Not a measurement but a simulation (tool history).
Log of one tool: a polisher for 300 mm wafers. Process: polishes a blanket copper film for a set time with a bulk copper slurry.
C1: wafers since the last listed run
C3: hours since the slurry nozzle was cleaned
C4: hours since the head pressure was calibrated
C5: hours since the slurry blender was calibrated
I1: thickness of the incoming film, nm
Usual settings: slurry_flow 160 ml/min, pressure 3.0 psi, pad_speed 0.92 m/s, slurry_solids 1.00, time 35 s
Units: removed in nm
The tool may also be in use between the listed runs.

Run 1, hour 0.0: usual settings; C1 0; wafers polished on this pad 1059; C3 221.4; C4 581.6; C5 48.1; I1 3209.5. Result: removed 334.7 nm.
Run 2, hour 53.3: usual settings; C1 791; wafers polished on this pad 1850; C3 274.7; C4 634.9; C5 101.4; I1 3244.5. Result: removed 330.5 nm.
Run 3, hour 152.4: usual settings; C1 1471; wafers polished on this pad 3321; C3 373.8; C4 734.0; C5 200.5; I1 3179.1. Result: removed 327.8 nm.
Run 4, hour 252.3: usual settings; C1 1482; wafers polished on this pad 4804; C3 473.7; C4 833.9; C5 300.4; I1 3196.1. Result: removed 319.0 nm.
Run 5, hour 322.8: usual settings; C1 1046; wafers polished on this pad 5850; C3 544.2; C4 904.4; C5 370.9; I1 3172.4. Result: removed 315.1 nm.
At hour 338.6: slurry nozzle cleaned.
At hour 374.6: worn pad replaced by a new one.
Run 6, hour 380.9: usual settings but slurry_flow 145 ml/min; C1 788; wafers polished on this pad 92; C3 42.3; C4 962.5; C5 429.0; I1 3255.3. Result: removed 337.9 nm.
At hour 425.7: slurry blender recalibrated.
At hour 425.9: head pressure recalibrated.
Run 7, hour 449.2: usual settings but slurry_flow 145 ml/min; C1 982; wafers polished on this pad 1075; C3 110.6; C4 23.3; C5 23.5; I1 3222.3. Result: removed 321.9 nm.
Run 8, hour 528.0: usual settings but slurry_flow 145 ml/min; C1 1169; wafers polished on this pad 2245; C3 189.4; C4 102.1; C5 102.3; I1 3188.2. Result: removed 317.5 nm.
Run 9, hour 574.6: usual settings but pad_speed 1.02 m/s; C1 691; wafers polished on this pad 2936; C3 236.0; C4 148.7; C5 148.9; I1 3147.9. Result: removed 356.3 nm.
Run 10, hour 611.6: usual settings; C1 549; wafers polished on this pad 3486; C3 273.0; C4 185.7; C5 185.9; I1 3241.2. Result: removed 320.3 nm.
Run 11, hour 707.8: usual settings; C1 1427; wafers polished on this pad 4913; C3 369.2; C4 281.9; C5 282.1; I1 3196.8. Result: removed 313.6 nm.
Run 12, hour 806.5: usual settings but pressure 3.4 psi, slurry_solids 0.75; C1 1465; wafers polished on this pad 6379; C3 467.9; C4 380.6; C5 380.8; I1 3190.5. Result: removed 321.0 nm.
Run 13, hour 878.4: usual settings but slurry_flow 205 ml/min, pressure 2.4 psi, pad_speed 0.64 m/s, time 24 s; C1 1067; wafers polished on this pad 7446; C3 539.8; C4 452.5; C5 452.7; I1 3158.9. Result: removed 127.9 nm.
At hour 882.8: worn pad replaced by a new one.
At hour 908.5: slurry blender recalibrated.
At hour 936.0: slurry nozzle cleaned.
Run 14, hour 970.9: usual settings but pad_speed 0.74 m/s; C1 1269; wafers polished on this pad 1263; C3 34.9; C4 545.0; C5 62.4; I1 3178.2. Result: removed 271.0 nm.
Run 15, hour 1057.7: usual settings but pad_speed 0.62 m/s, slurry_solids 0.70; C1 1288; wafers polished on this pad 2552; C3 121.7; C4 631.8; C5 149.2; I1 3152.0. Result: removed 212.2 nm.
Run 16, hour 1094.0: usual settings but pad_speed 1.18 m/s; C1 538; wafers polished on this pad 3090; C3 158.0; C4 668.1; C5 185.5; I1 3197.9. Result: removed 431.3 nm.
Run 17, hour 1132.9: usual settings; C1 577; wafers polished on this pad 3668; C3 196.9; C4 707.0; C5 224.4; I1 3191.9. Result: removed 334.1 nm.
Run 18, hour 1240.4: usual settings but slurry_flow 115 ml/min, time 46 s; C1 1595; wafers polished on this pad 5264; C3 304.4; C4 814.5; C5 331.9; I1 3198.1. Result: removed 406.4 nm.
Run 19, hour 1301.9: usual settings but time 40 s; C1 912; wafers polished on this pad 6177; C3 365.9; C4 876.0; C5 393.4; I1 3244.4. Result: removed 376.2 nm.
At hour 1312.8: worn pad replaced by a new one.
At hour 1315.4: head pressure recalibrated.
At hour 1364.3: slurry blender recalibrated.
Run 20, hour 1409.8: usual settings; C1 1482; wafers polished on this pad 1380; C3 473.8; C4 94.4; C5 45.5; I1 3237.7. Result: removed 309.1 nm.
Run 21, hour 1478.2: usual settings but pressure 3.5 psi; C1 1015; wafers polished on this pad 2395; C3 542.2; C4 162.8; C5 113.9; I1 3217.2. Result: removed 339.8 nm.
Run 22, hour 1540.0: usual settings; C1 917; wafers polished on this pad 3312; C3 604.0; C4 224.6; C5 175.7; I1 3234.7. Result: removed 286.7 nm.
At hour 1545.3: slurry nozzle cleaned.
Run 23, hour 1613.2: usual settings but pressure 3.8 psi; C1 1071; wafers polished on this pad 4384; C3 67.9; C4 297.8; C5 248.9; I1 3197.2. Result: removed 407.0 nm.
Run 24, hour 1657.9: usual settings but slurry_flow 120 ml/min, pressure 2.0 psi, slurry_solids 1.10, time 41 s; C1 663; wafers polished on this pad 5048; C3 112.6; C4 342.5; C5 293.6; I1 3236.0. Result: removed 278.3 nm.
Run 25, hour 1697.3: usual settings but pressure 3.9 psi; C1 584; wafers polished on this pad 5633; C3 152.0; C4 381.9; C5 333.0; I1 3146.9. Result: removed 410.5 nm.
At hour 1729.4: worn pad replaced by a new one.
Run 26, hour 1749.3: usual settings but pressure 2.6 psi, pad_speed 1.16 m/s, slurry_solids 1.15, time 46 s; C1 712; wafers polished on this pad 295; C3 204.0; C4 433.9; C5 385.0; I1 3211.5. Result: removed 508.7 nm.
Run 27, hour 1811.5: usual settings but time 23 s; C1 923; wafers polished on this pad 1219; C3 266.2; C4 496.1; C5 447.2; I1 3152.8. Result: removed 216.0 nm.
At hour 1858.0: slurry blender recalibrated.
Run 28, hour 1886.3: usual settings but slurry_flow 140 ml/min, pad_speed 0.64 m/s, slurry_solids 0.80, time 23 s; C1 1080; wafers polished on this pad 2299; C3 341.0; C4 570.9; C5 28.3; I1 3242.9. Result: removed 139.8 nm.
Run 29, hour 1926.8: usual settings but pad_speed 0.74 m/s, slurry_solids 0.80; C1 601; wafers polished on this pad 2901; C3 381.5; C4 611.4; C5 68.8; I1 3267.1. Result: removed 250.1 nm.

Hidden state at the last listed run before each entry between runs and at the first one after, where it differs:
Between runs 5 and 6: slurry nozzle cleaned (hour 338.6); worn pad replaced by a new one (hour 374.6)
  slurry flow missing at the pad, %: 39.2 -> 5.47; deviation of the head's pressure from its setpoint, %: 6.03 -> 6.66
  measured less the result without the state, removed: -18.1 -> +13.5 nm
Between runs 6 and 7: slurry blender recalibrated (hour 425.7); head pressure recalibrated (hour 425.9)
  slurry flow missing at the pad, %: 5.47 -> 6.79; deviation of the head's pressure from its setpoint, %: 6.66 -> -0.0769
  measured less the result without the state, removed: +13.5 -> -4.4 nm
Between runs 13 and 14: worn pad replaced by a new one (hour 882.8); slurry blender recalibrated (hour 908.5); slurry nozzle cleaned (hour 936.0)
  slurry flow missing at the pad, %: 42.2 -> 2.33; deviation of the head's pressure from its setpoint, %: 1.11 -> 1.64
  measured less the result without the state, removed: -11.0 -> +2.4 nm
Between runs 19 and 20: worn pad replaced by a new one (hour 1312.8); head pressure recalibrated (hour 1315.4); slurry blender recalibrated (hour 1364.3)
  slurry flow missing at the pad, %: 19.1 -> 30.6; deviation of the head's pressure from its setpoint, %: 4.38 -> 0.612
  measured less the result without the state, removed: -1.7 -> -20.9 nm
Between runs 22 and 23: slurry nozzle cleaned (hour 1545.3)
  slurry flow missing at the pad, %: 48.4 -> 3.14; deviation of the head's pressure from its setpoint, %: 0.853 -> 1.08
  measured less the result without the state, removed: -43.0 -> +1.3 nm
Between runs 25 and 26: worn pad replaced by a new one (hour 1729.4)
  slurry flow missing at the pad, %: 5.49 -> 7.83; deviation of the head's pressure from its setpoint, %: 1.41 -> 1.65
  measured less the result without the state, removed: +0.7 -> -0.4 nm
Between runs 27 and 28: slurry blender recalibrated (hour 1858.0)
  slurry flow missing at the pad, %: 11.5 -> 17.3; deviation of the head's pressure from its setpoint, %: 1.99 -> 2.45
  measured less the result without the state, removed: -1.2 -> -2.7 nm

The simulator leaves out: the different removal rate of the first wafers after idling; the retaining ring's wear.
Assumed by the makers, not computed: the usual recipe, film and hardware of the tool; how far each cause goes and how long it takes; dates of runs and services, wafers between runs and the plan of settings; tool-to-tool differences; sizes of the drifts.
